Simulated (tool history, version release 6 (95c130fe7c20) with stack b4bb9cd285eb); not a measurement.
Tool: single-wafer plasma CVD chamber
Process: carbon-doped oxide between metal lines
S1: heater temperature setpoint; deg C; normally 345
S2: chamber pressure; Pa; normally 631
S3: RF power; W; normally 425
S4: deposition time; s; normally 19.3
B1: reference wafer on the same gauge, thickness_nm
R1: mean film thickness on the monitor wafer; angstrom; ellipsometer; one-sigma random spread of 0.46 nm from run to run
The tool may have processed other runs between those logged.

{"run": 1, "hour": 0.0, "S1": 345, "S2": 631, "S3": 425, "S4": 19.3, "B1": 90.568, "R1": 823.46}
{"run": 2, "hour": 35.0, "S1": 345, "S2": 631, "S3": 425, "S4": 19.3, "B1": 90.576, "R1": 808.93}
{"run": 3, "hour": 52.2, "S1": 345, "S2": 631, "S3": 425, "S4": 19.3, "B1": 90.703, "R1": 812.19}
{"run": 4, "hour": 80.2, "S1": 345, "S2": 631, "S3": 425, "S4": 19.3, "B1": 90.677, "R1": 818.6}
{"hour": 101.1, "done": "showerhead replaced"}
{"hour": 107.6, "done": "gauge calibrated"}
{"run": 5, "hour": 112.4, "S1": 345, "S2": 631, "S3": 425, "S4": 19.3, "B1": 90.641, "R1": 812.31}
{"run": 6, "hour": 135.2, "S1": 345, "S2": 631, "S3": 425, "S4": 19.3, "B1": 90.846, "R1": 825.23}
{"run": 7, "hour": 169.2, "S1": 334, "S2": 557, "S3": 425, "S4": 19.3, "B1": 90.743, "R1": 821.72}
{"run": 8, "hour": 187.8, "S1": 345, "S2": 631, "S3": 425, "S4": 19.3, "B1": 90.707, "R1": 815.78}
{"run": 9, "hour": 207.3, "S1": 335, "S2": 761, "S3": 345, "S4": 19.3, "B1": 90.681, "R1": 786.22}
{"run": 10, "hour": 236.3, "S1": 341, "S2": 735, "S3": 375, "S4": 22.0, "B1": 90.808, "R1": 915.93}
{"run": 11, "hour": 263.6, "S1": 338, "S2": 520, "S3": 425, "S4": 19.3, "B1": 90.806, "R1": 792.16}
{"run": 12, "hour": 290.9, "S1": 352, "S2": 631, "S3": 355, "S4": 21.6, "B1": 90.757, "R1": 817.1}
{"run": 13, "hour": 339.7, "S1": 345, "S2": 631, "S3": 425, "S4": 20.7, "B1": 90.764, "R1": 875.19}
{"hour": 365.5, "done": "capacitance manometer re-zeroed and calibrated"}
{"run": 14, "hour": 366.0, "S1": 345, "S2": 631, "S3": 380, "S4": 19.3, "B1": 90.737, "R1": 777.14}
{"run": 15, "hour": 387.8, "S1": 350, "S2": 631, "S3": 465, "S4": 16.1, "B1": 90.954, "R1": 711.18}
{"run": 16, "hour": 416.2, "S1": 356, "S2": 631, "S3": 375, "S4": 20.6, "B1": 90.689, "R1": 800.31}
{"run": 17, "hour": 431.2, "S1": 351, "S2": 751, "S3": 425, "S4": 19.3, "B1": 90.613, "R1": 839.08}
{"hour": 507.2, "done": "thermocouple changed; heater temperature recalibrated"}
{"hour": 511.0, "done": "RF generator calibrated"}
{"run": 18, "hour": 537.4, "S1": 345, "S2": 631, "S3": 345, "S4": 19.3, "B1": 90.632, "R1": 763.41}
{"run": 19, "hour": 565.7, "S1": 345, "S2": 631, "S3": 425, "S4": 19.3, "B1": 90.618, "R1": 846.55}
{"run": 20, "hour": 583.5, "S1": 345, "S2": 631, "S3": 490, "S4": 19.3, "B1": 90.734, "R1": 910.89}
{"run": 21, "hour": 599.8, "S1": 349, "S2": 535, "S3": 510, "S4": 17.1, "B1": 90.867, "R1": 787.12}
{"run": 22, "hour": 627.3, "S1": 345, "S2": 631, "S3": 425, "S4": 19.3, "B1": 90.594, "R1": 833.61}
{"run": 23, "hour": 639.4, "S1": 345, "S2": 708, "S3": 425, "S4": 19.3, "B1": 90.716, "R1": 859.45}
{"run": 24, "hour": 674.6, "S1": 345, "S2": 768, "S3": 425, "S4": 19.3, "B1": 90.552, "R1": 863.62}
{"run": 25, "hour": 709.0, "S1": 338, "S2": 561, "S3": 500, "S4": 16.2, "B1": 90.605, "R1": 756.19}
{"run": 26, "hour": 721.2, "S1": 356, "S2": 711, "S3": 465, "S4": 21.2, "B1": 90.528, "R1": 969.27}
{"run": 27, "hour": 746.3, "S1": 345, "S2": 631, "S3": 425, "S4": 19.3, "B1": 90.777, "R1": 836.0}
{"run": 28, "hour": 760.7, "S1": 345, "S2": 631, "S3": 425, "S4": 19.3, "B1": 90.695, "R1": 833.56}
{"run": 29, "hour": 789.9, "S1": 345, "S2": 781, "S3": 425, "S4": 19.3, "B1": 90.667, "R1": 862.49}

Below, each run's measurement less what the same run would have read without the hidden state. Both values contain the same run-to-run variation, but the gauge's scatter may not be the same in both:
Hidden conditions of the tool in this case: wafer temperature above the value expected at the setpoint (K); delivered RF power above the setpoint (%); true pressure above the setpoint (%); gauge reads high (%).
run=1 R1=-34.30
run=2 R1=-34.10
run=3 R1=-34.43
run=4 R1=-34.99
run=5 R1=-35.05
run=6 R1=-35.82
run=7 R1=-35.97
run=8 R1=-35.87
run=9 R1=-36.13
run=10 R1=-41.96
run=11 R1=-35.40
run=12 R1=-38.19
run=13 R1=-39.64
run=14 R1=-36.23
run=15 R1=-32.45
run=16 R1=-37.81
run=17 R1=-38.52
run=18 R1=-4.09
run=19 R1=-6.41
run=20 R1=-7.11
run=21 R1=-7.02
run=22 R1=-10.36
run=23 R1=-11.44
run=24 R1=-13.61
run=25 R1=-11.76
run=26 R1=-18.20
run=27 R1=-16.96
run=28 R1=-17.61
run=29 R1=-19.62
